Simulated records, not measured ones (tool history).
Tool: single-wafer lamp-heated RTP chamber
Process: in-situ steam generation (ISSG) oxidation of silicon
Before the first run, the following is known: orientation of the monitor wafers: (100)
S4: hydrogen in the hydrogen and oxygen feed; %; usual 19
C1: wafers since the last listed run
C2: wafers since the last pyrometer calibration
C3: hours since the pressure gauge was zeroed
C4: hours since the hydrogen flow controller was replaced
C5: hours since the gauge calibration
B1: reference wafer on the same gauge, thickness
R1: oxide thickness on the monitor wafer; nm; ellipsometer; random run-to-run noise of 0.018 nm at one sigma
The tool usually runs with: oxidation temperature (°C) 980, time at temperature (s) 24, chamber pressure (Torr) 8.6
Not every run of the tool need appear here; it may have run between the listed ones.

Run 1, hour 0.0: usual settings; C1 0; C2 6025; C3 2974.9; C4 4594.3; C5 417.0; B1 4.708. Result: R1 5.346 nm.
At hour 112.0: pyrometer window cleaned and pyrometer calibrated.
Run 2, hour 278.2: usual settings; C1 3461; C2 2128; C3 3253.1; C4 4872.5; C5 695.2; B1 4.709. Result: R1 5.313 nm.
Run 3, hour 352.0: usual settings; C1 945; C2 3074; C3 3326.9; C4 4946.3; C5 769.0; B1 4.710. Result: R1 5.335 nm.
Run 4, hour 432.6: usual settings but chamber pressure (Torr) 9.0, S4 16 %; C1 1032; C2 4107; C3 3407.5; C4 5026.9; C5 849.6; B1 4.709. Result: R1 5.159 nm.
Run 5, hour 523.7: usual settings but chamber pressure (Torr) 9.1; C1 1167; C2 5274; C3 3498.6; C4 5118.0; C5 940.7; B1 4.712. Result: R1 5.339 nm.
Run 6, hour 602.1: usual settings but chamber pressure (Torr) 9.1; C1 1004; C2 6278; C3 3577.0; C4 5196.4; C5 1019.1; B1 4.710. Result: R1 5.320 nm.
At hour 646.9: pyrometer window cleaned and pyrometer calibrated.
Run 7, hour 661.2: usual settings but chamber pressure (Torr) 9.1; C1 654; C2 182; C3 3636.1; C4 5255.5; C5 1078.2; B1 4.712. Result: R1 5.214 nm.
Run 8, hour 734.9: usual settings but chamber pressure (Torr) 7.8, S4 26 %; C1 944; C2 1127; C3 3709.8; C4 5329.2; C5 1151.9; B1 4.710. Result: R1 5.683 nm.
Run 9, hour 814.5: usual settings but chamber pressure (Torr) 7.8, S4 26 %; C1 1019; C2 2146; C3 3789.4; C4 5408.8; C5 1231.5; B1 4.710. Result: R1 5.729 nm.
Run 10, hour 851.6: usual settings; C1 475; C2 2622; C3 3826.5; C4 5445.9; C5 1268.6; B1 4.713. Result: R1 5.335 nm.
Run 11, hour 947.6: usual settings; C1 1229; C2 3852; C3 3922.5; C4 5541.9; C5 1364.6; B1 4.709. Result: R1 5.315 nm.
Run 12, hour 986.2: usual settings; C1 494; C2 4346; C3 3961.1; C4 5580.5; C5 1403.2; B1 4.709. Result: R1 5.332 nm.
Run 13, hour 1027.9: usual settings; C1 534; C2 4880; C3 4002.8; C4 5622.2; C5 1444.9; B1 4.708. Result: R1 5.332 nm.
Run 14, hour 1086.1: usual settings; C1 745; C2 5626; C3 4061.0; C4 5680.4; C5 1503.1; B1 4.710. Result: R1 5.324 nm.
At hour 1190.6: hydrogen flow controller replaced.
Run 15, hour 1265.5: usual settings; C1 2195; C2 7822; C3 4240.4; C4 74.9; C5 1682.5; B1 4.710. Result: R1 5.338 nm.
At hour 1303.8: pyrometer window cleaned and pyrometer calibrated.
Run 16, hour 1306.8: usual settings but oxidation temperature (°C) 995, time at temperature (s) 28; C1 426; C2 38; C3 4281.7; C4 116.2; C5 1723.8; B1 4.711. Result: R1 5.962 nm.
At hour 1326.1: gauge calibrated.
Run 17, hour 1399.3: usual settings but time at temperature (s) 32, chamber pressure (Torr) 7.1, S4 14 %; C1 1185; C2 1223; C3 4374.2; C4 208.7; C5 73.2; B1 4.712. Result: R1 5.618 nm.
Run 18, hour 1484.4: usual settings but oxidation temperature (°C) 995; C1 1090; C2 2314; C3 4459.3; C4 293.8; C5 158.3; B1 4.710. Result: R1 5.666 nm.
Run 19, hour 1581.5: usual settings but oxidation temperature (°C) 990, chamber pressure (Torr) 7.5; C1 1244; C2 3558; C3 4556.4; C4 390.9; C5 255.4; B1 4.710. Result: R1 5.577 nm.
At hour 1607.7: pressure gauge zeroed.
Run 20, hour 1642.5: usual settings but chamber pressure (Torr) 9.3; C1 679; C2 4237; C3 34.8; C4 451.9; C5 316.4; B1 4.710. Result: R1 5.311 nm.
Run 21, hour 1741.8: usual settings but oxidation temperature (°C) 998, time at temperature (s) 18, chamber pressure (Torr) 9.2; C1 1272; C2 5509; C3 134.1; C4 551.2; C5 415.7; B1 4.711. Result: R1 5.011 nm.
Run 22, hour 1835.3: usual settings but chamber pressure (Torr) 9.0, S4 16 %; C1 1197; C2 6707; C3 227.6; C4 644.7; C5 509.2; B1 4.708. Result: R1 5.144 nm.
At hour 1897.5: pyrometer window cleaned and pyrometer calibrated.
Run 23, hour 1939.7: usual settings but oxidation temperature (°C) 987, time at temperature (s) 30, S4 11 %; C1 1235; C2 541; C3 332.0; C4 749.1; C5 613.6; B1 4.708. Result: R1 5.341 nm.
Run 24, hour 2024.5: usual settings but oxidation temperature (°C) 970, time at temperature (s) 28, chamber pressure (Torr) 9.5, S4 23 %; C1 1086; C2 1627; C3 416.8; C4 833.9; C5 698.4; B1 4.712. Result: R1 5.612 nm.
Run 25, hour 2130.2: usual settings but S4 13 %; C1 1354; C2 2981; C3 522.5; C4 939.6; C5 804.1; B1 4.714. Result: R1 4.943 nm.
Run 26, hour 2183.7: usual settings but time at temperature (s) 15; C1 685; C2 3667; C3 576.0; C4 993.1; C5 857.6; B1 4.709. Result: R1 4.297 nm.
Run 27, hour 2225.8: usual settings; C1 539; C2 4206; C3 618.1; C4 1035.2; C5 899.7; B1 4.712. Result: R1 5.316 nm.
Run 28, hour 2274.8: usual settings but time at temperature (s) 31, S4 14 %; C1 627; C2 4834; C3 667.1; C4 1084.2; C5 948.7; B1 4.709. Result: R1 5.704 nm.
Run 29, hour 2328.8: usual settings but oxidation temperature (°C) 987, S4 23 %; C1 691; C2 5526; C3 721.1; C4 1138.2; C5 1002.7; B1 4.712. Result: R1 5.729 nm.
Run 30, hour 2408.7: usual settings; C1 1023; C2 6549; C3 801.0; C4 1218.1; C5 1082.6; B1 4.708. Result: R1 5.341 nm.
At hour 2438.7: pyrometer window cleaned and pyrometer calibrated.
Run 31, hour 2478.0: usual settings but chamber pressure (Torr) 7.1; C1 785; C2 503; C3 870.3; C4 1287.4; C5 1151.9; B1 4.709. Result: R1 5.244 nm.

Forecast each of these 4 alternatives for the next run:
Run A, hour 2478.4: usual settings but time at temperature (s) 33; C1 5; C2 508; C3 870.7; C4 1287.8; C5 1152.3; B1 ?. Result: R1 ?.
Run B, hour 2478.4: usual settings but chamber pressure (Torr) 7.5; C1 5; C2 508; C3 870.7; C4 1287.8; C5 1152.3; B1 ?. Result: R1 ?.
Run C, hour 2478.4: usual settings but oxidation temperature (°C) 989, time at temperature (s) 19, S4 15 %; C1 5; C2 508; C3 870.7; C4 1287.8; C5 1152.3; B1 ?. Result: R1 ?.
Run D, hour 2478.4: usual settings but chamber pressure (Torr) 9.9; C1 5; C2 508; C3 870.7; C4 1287.8; C5 1152.3; B1 ?. Result: R1 ?.

run     B1     R1
  A  4.708  6.072
  B  4.708  5.222
  C  4.708  4.603
  D  4.708  5.131
Take away the tool's hidden state, keep each run's random variation, and the runs would have read:
run     R1
  A  6.023
  B  5.183
  C  4.569
  D  5.093
